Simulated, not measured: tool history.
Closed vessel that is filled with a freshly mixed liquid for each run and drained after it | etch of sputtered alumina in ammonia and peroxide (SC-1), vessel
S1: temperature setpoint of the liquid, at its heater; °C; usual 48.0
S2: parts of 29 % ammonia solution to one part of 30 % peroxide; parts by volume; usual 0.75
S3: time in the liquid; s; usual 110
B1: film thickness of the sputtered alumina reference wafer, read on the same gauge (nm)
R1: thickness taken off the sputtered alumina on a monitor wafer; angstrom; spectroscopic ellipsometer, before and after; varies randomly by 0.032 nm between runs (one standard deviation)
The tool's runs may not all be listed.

run	hour	S1	S2	S3	B1	R1
1	0.0	48.0	0.75	110	59.370	47.78
2	32.7	48.0	0.75	110	59.315	47.69
3	59.4	48.0	0.75	110	59.226	47.27
4	84.5	48.0	0.75	110	59.182	47.32
5	103.6	48.0	0.75	110	59.114	47.36
6	116.7	48.0	0.75	110	59.091	47.11
# hour 136.3: new drum of ammonia solution connected
7	147.5	46.0	0.75	110	59.014	42.34
8	170.1	46.0	0.75	110	58.970	42.18
9	198.5	46.0	0.75	110	58.942	42.47
10	228.8	48.0	0.75	110	58.820	47.55
11	243.8	48.0	0.60	110	58.806	46.50
# hour 274.5: thermometer replaced
12	275.5	48.0	0.60	110	58.704	45.43
13	310.4	45.0	0.75	50	58.650	17.96
14	329.6	48.0	0.75	110	58.603	46.97
15	363.5	48.0	0.75	90	58.514	38.78
16	396.6	56.5	0.75	65	58.422	43.91
17	409.5	48.0	1.15	85	58.388	37.79
# hour 412.5: new drum of ammonia solution connected
18	424.2	48.0	0.75	135	58.352	58.09
# hour 433.1: gauge calibrated
19	449.4	57.0	0.55	155	60.074	106.50
# hour 463.5: ammonia flow meter replaced
20	466.2	48.0	0.75	110	60.001	48.21
21	489.4	48.0	0.75	110	59.961	48.02
22	521.0	43.5	0.50	130	59.893	42.43
23	551.6	48.0	0.60	175	59.788	74.48
24	566.5	38.5	1.00	50	59.752	13.02
25	583.6	48.0	0.90	160	59.724	71.09
26	607.2	53.5	1.05	150	59.664	91.41
27	632.7	57.5	0.85	110	59.606	80.41
28	655.5	48.0	0.55	80	59.547	33.63
29	682.5	38.5	0.75	110	59.498	27.88

Branching from run 29: 3 alternative next runs. What would each branch give?
A	683.2	48.0	0.75	110	?	?
B	683.2	57.5	0.55	110	?	?
C	683.2	48.0	0.40	165	?	?

run	B1	R1
A	59.518	48.20
B	59.518	78.15
C	59.518	68.11
Without the tool's hidden state the same runs would have given:
run	R1
A	48.61
B	78.82
C	68.69

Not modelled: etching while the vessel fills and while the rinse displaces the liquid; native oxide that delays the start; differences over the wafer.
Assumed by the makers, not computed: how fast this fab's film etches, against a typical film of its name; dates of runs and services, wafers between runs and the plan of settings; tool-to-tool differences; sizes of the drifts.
